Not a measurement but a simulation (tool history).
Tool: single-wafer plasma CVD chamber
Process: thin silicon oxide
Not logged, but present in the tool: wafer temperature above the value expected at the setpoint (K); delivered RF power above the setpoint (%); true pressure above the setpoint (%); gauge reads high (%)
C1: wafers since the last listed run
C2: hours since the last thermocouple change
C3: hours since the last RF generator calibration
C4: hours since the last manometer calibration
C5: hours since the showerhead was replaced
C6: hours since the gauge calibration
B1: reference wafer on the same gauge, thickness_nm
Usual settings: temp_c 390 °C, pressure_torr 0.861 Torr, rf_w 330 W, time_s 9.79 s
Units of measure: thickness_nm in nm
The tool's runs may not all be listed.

run 1 day=0.000 | temp_c=390 pressure_torr=0.861 rf_w=330 time_s=9.79 | C1=0 C2=2106.9 C3=1543.4 C4=798.1 C5=3996.9 C6=650.7 | B1=19.537 | thickness_nm=19.360
run 2 day=1.183 | temp_c=390 pressure_torr=0.861 rf_w=330 time_s=9.79 | C1=753 C2=2135.3 C3=1571.8 C4=826.5 C5=4025.3 C6=679.1 | B1=19.495 | thickness_nm=19.538
run 3 day=3.175 | temp_c=390 pressure_torr=0.861 rf_w=330 time_s=9.79 | C1=1268 C2=2183.1 C3=1619.6 C4=874.3 C5=4073.1 C6=726.9 | B1=19.481 | thickness_nm=19.707
run 4 day=5.967 | temp_c=390 pressure_torr=0.861 rf_w=330 time_s=9.79 | C1=1778 C2=2250.1 C3=1686.6 C4=941.3 C5=4140.1 C6=793.9 | B1=19.502 | thickness_nm=19.475
run 5 day=7.458 | temp_c=390 pressure_torr=0.771 rf_w=330 time_s=9.79 | C1=950 C2=2285.9 C3=1722.4 C4=977.1 C5=4175.9 C6=829.7 | B1=19.511 | thickness_nm=17.940
run 6 day=9.146 | temp_c=390 pressure_torr=0.771 rf_w=330 time_s=9.79 | C1=1075 C2=2326.4 C3=1762.9 C4=1017.6 C5=4216.4 C6=870.2 | B1=19.445 | thickness_nm=17.827
run 7 day=10.600 | temp_c=390 pressure_torr=0.771 rf_w=330 time_s=9.79 | C1=926 C2=2361.3 C3=1797.8 C4=1052.5 C5=4251.3 C6=905.1 | B1=19.488 | thickness_nm=18.061
run 8 day=12.733 | temp_c=390 pressure_torr=0.861 rf_w=330 time_s=9.79 | C1=1359 C2=2412.5 C3=1849.0 C4=1103.7 C5=4302.5 C6=956.3 | B1=19.487 | thickness_nm=19.836
-- day=14.754 RF generator calibrated
run 9 day=14.783 | temp_c=390 pressure_torr=0.861 rf_w=330 time_s=9.79 | C1=1093 C2=2461.7 C3=0.7 C4=1152.9 C5=4351.7 C6=1005.5 | B1=19.511 | thickness_nm=19.806
run 10 day=16.792 | temp_c=390 pressure_torr=0.861 rf_w=330 time_s=9.79 | C1=1279 C2=2509.9 C3=48.9 C4=1201.1 C5=4399.9 C6=1053.7 | B1=19.523 | thickness_nm=19.818
run 11 day=18.638 | temp_c=379 pressure_torr=0.861 rf_w=375 time_s=9.79 | C1=1175 C2=2554.2 C3=93.2 C4=1245.4 C5=4444.2 C6=1098.0 | B1=19.476 | thickness_nm=20.984
-- day=20.229 gauge calibrated
run 12 day=20.933 | temp_c=390 pressure_torr=0.757 rf_w=330 time_s=11.28 | C1=1462 C2=2609.3 C3=148.3 C4=1300.5 C5=4499.3 C6=16.9 | B1=19.499 | thickness_nm=20.564
run 13 day=22.792 | temp_c=390 pressure_torr=0.757 rf_w=330 time_s=11.28 | C1=1183 C2=2653.9 C3=192.9 C4=1345.1 C5=4543.9 C6=61.5 | B1=19.497 | thickness_nm=20.647
-- day=24.142 showerhead replaced
run 14 day=24.546 | temp_c=390 pressure_torr=0.861 rf_w=330 time_s=9.79 | C1=905 C2=2696.0 C3=235.0 C4=1387.2 C5=9.7 C6=103.6 | B1=19.462 | thickness_nm=19.934
run 15 day=25.938 | temp_c=394 pressure_torr=0.861 rf_w=330 time_s=9.79 | C1=886 C2=2729.4 C3=268.4 C4=1420.6 C5=43.1 C6=137.0 | B1=19.549 | thickness_nm=19.973
-- day=27.625 thermocouple changed; heater temperature recalibrated
run 16 day=27.646 | temp_c=394 pressure_torr=0.861 rf_w=330 time_s=9.79 | C1=875 C2=0.5 C3=309.4 C4=1461.6 C5=84.1 C6=178.0 | B1=19.518 | thickness_nm=20.074
run 17 day=29.738 | temp_c=390 pressure_torr=0.861 rf_w=330 time_s=8.09 | C1=1332 C2=50.7 C3=359.6 C4=1511.8 C5=134.3 C6=228.2 | B1=19.500 | thickness_nm=16.764
run 18 day=32.371 | temp_c=390 pressure_torr=0.861 rf_w=330 time_s=7.89 | C1=1677 C2=113.9 C3=422.8 C4=1575.0 C5=197.5 C6=291.4 | B1=19.519 | thickness_nm=16.280
run 19 day=35.129 | temp_c=390 pressure_torr=0.687 rf_w=330 time_s=9.27 | C1=1757 C2=180.1 C3=489.0 C4=1641.2 C5=263.7 C6=357.6 | B1=19.471 | thickness_nm=15.670
run 20 day=37.096 | temp_c=382 pressure_torr=0.861 rf_w=275 time_s=9.79 | C1=1252 C2=227.3 C3=536.2 C4=1688.4 C5=310.9 C6=404.8 | B1=19.442 | thickness_nm=19.471
run 21 day=38.104 | temp_c=390 pressure_torr=0.861 rf_w=395 time_s=9.79 | C1=642 C2=251.5 C3=560.4 C4=1712.6 C5=335.1 C6=429.0 | B1=19.480 | thickness_nm=21.466
run 22 day=39.354 | temp_c=390 pressure_torr=0.861 rf_w=330 time_s=9.79 | C1=796 C2=281.5 C3=590.4 C4=1742.6 C5=365.1 C6=459.0 | B1=19.462 | thickness_nm=20.387
-- day=40.988 capacitance manometer re-zeroed and calibrated
run 23 day=41.554 | temp_c=390 pressure_torr=0.861 rf_w=330 time_s=9.79 | C1=1189 C2=334.3 C3=643.2 C4=13.6 C5=417.9 C6=511.8 | B1=19.535 | thickness_nm=18.947
run 24 day=42.683 | temp_c=398 pressure_torr=0.685 rf_w=300 time_s=8.87 | C1=719 C2=361.4 C3=670.3 C4=40.7 C5=445.0 C6=538.9 | B1=19.502 | thickness_nm=13.250
run 25 day=43.925 | temp_c=399 pressure_torr=1.011 rf_w=290 time_s=10.55 | C1=790 C2=391.2 C3=700.1 C4=70.5 C5=474.8 C6=568.7 | B1=19.442 | thickness_nm=22.105
run 26 day=46.133 | temp_c=390 pressure_torr=1.015 rf_w=330 time_s=9.19 | C1=1406 C2=444.2 C3=753.1 C4=123.5 C5=527.8 C6=621.7 | B1=19.442 | thickness_nm=20.153
run 27 day=48.483 | temp_c=390 pressure_torr=0.861 rf_w=330 time_s=9.79 | C1=1497 C2=500.6 C3=809.5 C4=179.9 C5=584.2 C6=678.1 | B1=19.528 | thickness_nm=18.897
run 28 day=51.042 | temp_c=390 pressure_torr=0.685 rf_w=370 time_s=8.75 | C1=1629 C2=562.0 C3=870.9 C4=241.3 C5=645.6 C6=739.5 | B1=19.518 | thickness_nm=14.009
run 29 day=52.246 | temp_c=398 pressure_torr=0.762 rf_w=370 time_s=7.97 | C1=767 C2=590.9 C3=899.8 C4=270.2 C5=674.5 C6=768.4 | B1=19.511 | thickness_nm=14.320

Below are 4 alternative next runs, each starting from the tool's condition after run 29. Predict each:
run A day=52.262 | temp_c=390 pressure_torr=0.861 rf_w=330 time_s=11.21 | C1=10 C2=591.3 C3=900.2 C4=270.6 C5=674.9 C6=768.8 | B1=? | thickness_nm=?
run B day=52.262 | temp_c=390 pressure_torr=0.861 rf_w=385 time_s=9.79 | C1=10 C2=591.3 C3=900.2 C4=270.6 C5=674.9 C6=768.8 | B1=? | thickness_nm=?
run C day=52.262 | temp_c=396 pressure_torr=1.067 rf_w=330 time_s=10.65 | C1=10 C2=591.3 C3=900.2 C4=270.6 C5=674.9 C6=768.8 | B1=? | thickness_nm=?
run D day=52.262 | temp_c=399 pressure_torr=0.763 rf_w=330 time_s=9.79 | C1=10 C2=591.3 C3=900.2 C4=270.6 C5=674.9 C6=768.8 | B1=? | thickness_nm=?

run=A B1=19.499 thickness_nm=21.484
run=B B1=19.499 thickness_nm=19.689
run=C B1=19.499 thickness_nm=23.992
run=D B1=19.499 thickness_nm=16.698
Stripped of hidden state, with their random variation kept, the same runs would have yielded:
run=A thickness_nm=21.758
run=B thickness_nm=19.940
run=C thickness_nm=24.232
run=D thickness_nm=16.937
